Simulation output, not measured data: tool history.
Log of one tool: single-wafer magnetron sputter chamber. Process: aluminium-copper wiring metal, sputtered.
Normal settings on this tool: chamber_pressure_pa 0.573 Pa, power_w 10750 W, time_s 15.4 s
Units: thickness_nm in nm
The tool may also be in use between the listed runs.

run	hour	chamber_pressure_pa	power_w	time_s	wafers since the last listed run	wafers on the sputter target	hours since the last manometer calibration	hours since the magnet pack was replaced	hours since the gauge calibration	read-back reference wafer on the same gauge, thickness_nm	thickness_nm
1	0	0.573	10750	15.4	0	470	2223.8	12261.8	268.4	254.897	287.556
2	14.1	0.573	10750	15.4	262	733	2237.9	12275.9	282.5	254.985	289.716
3	27.5	0.402	10750	15.4	249	983	2251.3	12289.3	295.9	255.072	307.9
4	34.5	0.402	10750	15.4	130	1113	2258.3	12296.3	302.9	255.037	306.947
5	52.4	0.402	10750	15.4	333	1446	2276.2	12314.2	320.8	255.656	306.517
6	65.6	0.573	10750	15.4	245	1692	2289.4	12327.4	334	255.195	290.603
7	76.8	0.573	10750	15.4	208	1901	2300.6	12338.6	345.2	255.004	289.324
8	89.3	0.573	10750	15.4	232	2134	2313.1	12351.1	357.7	254.668	289.225
9	98.1	0.573	10750	15.4	163	2298	2321.9	12359.9	366.5	255.398	288.269
10	110.3	0.573	10750	15.4	227	2525	2334.1	12372.1	378.7	255.209	290.42
11	117.8	0.573	10750	15.4	139	2664	2341.6	12379.6	386.2	254.808	289.475
12	130.1	0.573	10750	15.4	229	2894	2353.9	12391.9	398.5	255.055	289.372
# hour 148: sputter target and shields replaced
13	148.5	0.573	10750	15.4	193	8	2372.3	12410.3	416.9	255.183	289.017
14	152.2	0.476	8450	15.4	68	77	2376	12414	420.6	254.69	234.321
15	169.4	0.357	8400	14.2	320	398	2393.2	12431.2	437.8	254.855	226.169
# hour 181.3: magnet pack replaced
16	184.8	0.573	10750	15.4	137	536	2408.6	3.5	453.2	255.368	289.595
17	193.1	0.633	8850	13.3	154	690	2416.9	11.8	461.5	254.851	200.993
18	203	0.716	10750	12.4	184	875	2426.8	21.7	471.4	254.495	221.757
19	217.1	0.573	10750	15.4	262	1137	2440.9	35.8	485.5	254.948	290.994
20	234.4	0.765	9150	17.4	322	1459	2458.2	53.1	502.8	254.903	261.918
# hour 246.9: gauge calibrated
21	248.4	0.573	10750	15.4	260	1720	2472.2	67.1	1.5	254.648	289.536
22	257	0.573	10750	15.4	160	1880	2480.8	75.7	10.1	255.055	289.969
23	265.6	0.44	12400	13	160	2041	2489.4	84.3	18.7	254.649	297.906
# hour 275.3: capacitance manometer re-zeroed and calibrated
24	275.8	0.573	10750	15.4	40	2082	0.5	94.5	28.9	255.202	289.585
25	292.8	0.773	13250	16.5	316	2398	17.5	111.5	45.9	255.121	357.731
# hour 346.8: sputter target and shields replaced
26	347.3	0.408	11500	12.8	866	9	72	166	100.4	255.44	272.819
27	347.6	0.573	10750	15.4	5	14	72.3	166.3	100.7	254.719	288.332
28	357.8	0.383	10750	15.4	189	204	82.5	176.5	110.9	255.048	307.628
29	371.3	0.511	10750	12.8	251	456	96	190	124.4	254.839	244.608
30	384.6	0.755	10750	14.2	247	704	109.3	203.3	137.7	254.43	250.409
31	395.4	0.749	13200	18.3	201	905	120.1	214.1	148.5	254.773	398.425
32	402.9	0.501	9850	12.6	139	1044	127.6	221.6	156	255.656	223.844
33	416.7	0.573	10750	13.3	257	1302	141.4	235.4	169.8	255.3	250.174
34	431.4	0.573	10750	15.4	273	1575	156.1	250.1	184.5	254.807	290.146
35	448.4	0.573	10750	15.4	316	1892	173.1	267.1	201.5	254.987	291.725

What if the next run were any one of these 4? Each begins from the tool's condition after run 35:
A	448.8	0.573	10750	15.4	7	1899	173.5	267.5	201.9	?	?
B	448.8	0.573	11850	12.5	7	1899	173.5	267.5	201.9	?	?
C	448.8	0.428	10750	17.2	7	1899	173.5	267.5	201.9	?	?
D	448.8	0.462	10750	18.2	7	1899	173.5	267.5	201.9	?	?

run	read-back reference wafer on the same gauge, thickness_nm	thickness_nm
A	254.773	288.128
B	254.773	257.801
C	254.773	337.933
D	254.773	353.473
With the hidden condition removed and each run's random variation left untouched, the same runs would have given:
run	thickness_nm
A	288.128
B	257.801
C	337.933
D	353.473

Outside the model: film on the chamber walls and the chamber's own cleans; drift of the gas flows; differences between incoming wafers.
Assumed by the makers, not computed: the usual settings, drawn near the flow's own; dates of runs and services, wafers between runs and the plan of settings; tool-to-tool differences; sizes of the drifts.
